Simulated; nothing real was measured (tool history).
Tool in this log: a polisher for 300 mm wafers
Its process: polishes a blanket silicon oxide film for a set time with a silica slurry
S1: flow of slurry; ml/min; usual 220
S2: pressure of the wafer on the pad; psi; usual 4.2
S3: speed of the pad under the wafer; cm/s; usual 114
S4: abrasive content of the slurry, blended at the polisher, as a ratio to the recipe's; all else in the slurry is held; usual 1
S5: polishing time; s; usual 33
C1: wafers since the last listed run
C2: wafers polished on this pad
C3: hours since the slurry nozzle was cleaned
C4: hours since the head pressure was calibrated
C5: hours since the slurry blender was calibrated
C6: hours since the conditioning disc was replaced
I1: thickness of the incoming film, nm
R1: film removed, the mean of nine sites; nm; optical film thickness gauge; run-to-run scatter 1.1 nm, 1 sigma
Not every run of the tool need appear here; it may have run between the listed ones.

run 1 hour=0 | S1=220 S2=3.6 S3=114 S4=1 S5=38 | C1=0 C2=6 C3=50.4 C4=262.5 C5=286.4 C6=320.6 | I1=993.1 | R1=108.3
run 2 hour=69.6 | S1=220 S2=4.2 S3=114 S4=1 S5=33 | C1=1058 C2=1065 C3=120 C4=332.1 C5=356 C6=390.2 | I1=1001.6 | R1=104
-- hour=136.6 conditioning disc replaced and pad reconditioned
run 3 hour=137.1 | S1=220 S2=4.2 S3=114 S4=1 S5=33 | C1=996 C2=2062 C3=187.5 C4=399.6 C5=423.5 C6=0.5 | I1=985.6 | R1=102
-- hour=173.6 slurry blender recalibrated
run 4 hour=183.5 | S1=220 S2=4.2 S3=114 S4=1 S5=33 | C1=675 C2=2737 C3=233.9 C4=446 C5=9.9 C6=46.9 | I1=1004.4 | R1=103.4
run 5 hour=246.5 | S1=220 S2=4.2 S3=114 S4=1 S5=33 | C1=958 C2=3696 C3=296.9 C4=509 C5=72.9 C6=109.9 | I1=981.1 | R1=103.5
run 6 hour=290 | S1=270 S2=4.2 S3=102 S4=1 S5=33 | C1=661 C2=4358 C3=340.4 C4=552.5 C5=116.4 C6=153.4 | I1=979.8 | R1=95.7
-- hour=361.2 worn pad replaced by a new one
run 7 hour=362.6 | S1=220 S2=4.2 S3=124 S4=1 S5=33 | C1=1043 C2=20 C3=413 C4=625.1 C5=189 C6=226 | I1=989.2 | R1=109.3
run 8 hour=431.4 | S1=220 S2=4.2 S3=124 S4=1 S5=33 | C1=1046 C2=1067 C3=481.8 C4=693.9 C5=257.8 C6=294.8 | I1=1003 | R1=105.2
-- hour=461.3 slurry nozzle cleaned
-- hour=544.2 conditioning disc replaced and pad reconditioned
-- hour=594.7 slurry blender recalibrated
run 9 hour=636.1 | S1=220 S2=4.2 S3=124 S4=1 S5=33 | C1=3038 C2=4105 C3=174.8 C4=898.6 C5=41.4 C6=91.9 | I1=998.7 | R1=112.4
run 10 hour=709.4 | S1=220 S2=4.2 S3=146 S4=1 S5=33 | C1=1115 C2=5221 C3=248.1 C4=971.9 C5=114.7 C6=165.2 | I1=987.6 | R1=123.3
-- hour=755.8 head pressure recalibrated
-- hour=770.4 worn pad replaced by a new one
run 11 hour=770.9 | S1=220 S2=4.2 S3=114 S4=1 S5=33 | C1=844 C2=8 C3=309.6 C4=15.1 C5=176.2 C6=226.7 | I1=988.1 | R1=102.4
run 12 hour=826.2 | S1=180 S2=4.2 S3=114 S4=0.8 S5=33 | C1=841 C2=849 C3=364.9 C4=70.4 C5=231.5 C6=282 | I1=1007.1 | R1=88.1
run 13 hour=885 | S1=220 S2=3.8 S3=94 S4=1 S5=39 | C1=894 C2=1744 C3=423.7 C4=129.2 C5=290.3 C6=340.8 | I1=988 | R1=94.6
-- hour=918.7 conditioning disc replaced and pad reconditioned
-- hour=929.8 slurry nozzle cleaned
run 14 hour=948.8 | S1=220 S2=2.9 S3=142 S4=1.15 S5=33 | C1=925 C2=2669 C3=19 C4=193 C5=354.1 C6=30.1 | I1=985.5 | R1=103.8
run 15 hour=1023.7 | S1=150 S2=5.1 S3=98 S4=1.2 S5=33 | C1=1139 C2=3809 C3=93.9 C4=267.9 C5=429 C6=105 | I1=996.7 | R1=110.8
-- hour=1072.6 slurry blender recalibrated
run 16 hour=1087.2 | S1=220 S2=4.2 S3=126 S4=1 S5=37 | C1=935 C2=4744 C3=157.4 C4=331.4 C5=14.6 C6=168.5 | I1=977.4 | R1=124.5
run 17 hour=1150.7 | S1=220 S2=4.2 S3=86 S4=1.25 S5=38 | C1=966 C2=5710 C3=220.9 C4=394.9 C5=78.1 C6=232 | I1=982.2 | R1=103.2
-- hour=1156.5 worn pad replaced by a new one
run 18 hour=1257 | S1=220 S2=4.2 S3=132 S4=1 S5=43 | C1=1556 C2=1529 C3=327.2 C4=501.2 C5=184.4 C6=338.3 | I1=989.1 | R1=150.9
-- hour=1307 conditioning disc replaced and pad reconditioned
-- hour=1340.3 slurry nozzle cleaned
run 19 hour=1429.2 | S1=220 S2=3.6 S3=114 S4=1.25 S5=33 | C1=2574 C2=4104 C3=88.9 C4=673.4 C5=356.6 C6=122.2 | I1=982.9 | R1=101.6
run 20 hour=1474.7 | S1=200 S2=3.1 S3=114 S4=1.25 S5=33 | C1=692 C2=4796 C3=134.4 C4=718.9 C5=402.1 C6=167.7 | I1=988.3 | R1=90.5
-- hour=1526 worn pad replaced by a new one
-- hour=1530.7 slurry blender recalibrated
-- hour=1677.8 conditioning disc replaced and pad reconditioned
run 21 hour=1704.3 | S1=155 S2=4.2 S3=148 S4=0.75 S5=41 | C1=3371 C2=2652 C3=364 C4=948.5 C5=173.6 C6=26.5 | I1=999.6 | R1=126.2
-- hour=1849.3 head pressure recalibrated
-- hour=1860.9 slurry nozzle cleaned
run 22 hour=1868.4 | S1=220 S2=4.2 S3=114 S4=1 S5=33 | C1=2451 C2=5103 C3=7.5 C4=19.1 C5=337.7 C6=190.6 | I1=995.9 | R1=107
-- hour=1901.1 slurry blender recalibrated
run 23 hour=1916.2 | S1=220 S2=4.2 S3=114 S4=1 S5=33 | C1=696 C2=5800 C3=55.3 C4=66.9 C5=15.1 C6=238.4 | I1=990.4 | R1=103.9
-- hour=1920.7 worn pad replaced by a new one
run 24 hour=1963 | S1=195 S2=4.2 S3=86 S4=1.25 S5=37 | C1=651 C2=643 C3=102.1 C4=113.7 C5=61.9 C6=285.2 | I1=994.4 | R1=102.6

Across each entry between runs, compare the hidden state at the last listed run before it with the hidden state at the first listed run after it:
Runs 2 to 3: conditioning disc replaced and pad reconditioned (hour 136.6)
  slurry flow missing at the pad, %: 15.1 -> 20.9
  measured value less the no-hidden-state value, R1: -1.8 -> -2.6 nm
Runs 3 to 4: slurry blender recalibrated (hour 173.6)
  slurry flow missing at the pad, %: 20.9 -> 24.8
  measured value less the no-hidden-state value, R1: -2.6 -> -3.2 nm
Runs 6 to 7: worn pad replaced by a new one (hour 361.2)
  slurry flow missing at the pad, %: 33.9 -> 40
  measured value less the no-hidden-state value, R1: -3.8 -> -6.5 nm
Runs 8 to 9: slurry nozzle cleaned (hour 461.3); conditioning disc replaced and pad reconditioned (hour 544.2); slurry blender recalibrated (hour 594.7)
  slurry flow missing at the pad, %: 45.9 -> 15.8
  measured value less the no-hidden-state value, R1: -7.7 -> -2.1 nm
Runs 10 to 11: head pressure recalibrated (hour 755.8); worn pad replaced by a new one (hour 770.4)
  slurry flow missing at the pad, %: 22 -> 27.2
  measured value less the no-hidden-state value, R1: -3.3 -> -3.6 nm
Runs 13 to 14: conditioning disc replaced and pad reconditioned (hour 918.7); slurry nozzle cleaned (hour 929.8)
  slurry flow missing at the pad, %: 36.9 -> 3.27
  measured value less the no-hidden-state value, R1: -5 -> -0.3 nm
Runs 15 to 16: slurry blender recalibrated (hour 1072.6)
  slurry flow missing at the pad, %: 9.64 -> 15
  measured value less the no-hidden-state value, R1: -1.5 -> -2.1 nm
Runs 17 to 18: worn pad replaced by a new one (hour 1156.5)
  slurry flow missing at the pad, %: 20.4 -> 29.5
  measured value less the no-hidden-state value, R1: -2.5 -> -5.8 nm
Runs 18 to 19: conditioning disc replaced and pad reconditioned (hour 1307); slurry nozzle cleaned (hour 1340.3)
  slurry flow missing at the pad, %: 29.5 -> 15.4
  measured value less the no-hidden-state value, R1: -5.8 -> -1.8 nm
Runs 20 to 21: worn pad replaced by a new one (hour 1526); slurry blender recalibrated (hour 1530.7); conditioning disc replaced and pad reconditioned (hour 1677.8)
  slurry flow missing at the pad, %: 19.3 -> 38.8
  measured value less the no-hidden-state value, R1: -2.2 -> -9.4 nm
Runs 21 to 22: head pressure recalibrated (hour 1849.3); slurry nozzle cleaned (hour 1860.9)
  slurry flow missing at the pad, %: 38.8 -> 1.89
  measured value less the no-hidden-state value, R1: -9.4 -> -0.2 nm
Runs 22 to 23: slurry blender recalibrated (hour 1901.1)
  slurry flow missing at the pad, %: 1.89 -> 5.95
  measured value less the no-hidden-state value, R1: -0.2 -> -0.6 nm
Runs 23 to 24: worn pad replaced by a new one (hour 1920.7)
  slurry flow missing at the pad, %: 5.95 -> 9.93
  measured value less the no-hidden-state value, R1: -0.6 -> -1.2 nm

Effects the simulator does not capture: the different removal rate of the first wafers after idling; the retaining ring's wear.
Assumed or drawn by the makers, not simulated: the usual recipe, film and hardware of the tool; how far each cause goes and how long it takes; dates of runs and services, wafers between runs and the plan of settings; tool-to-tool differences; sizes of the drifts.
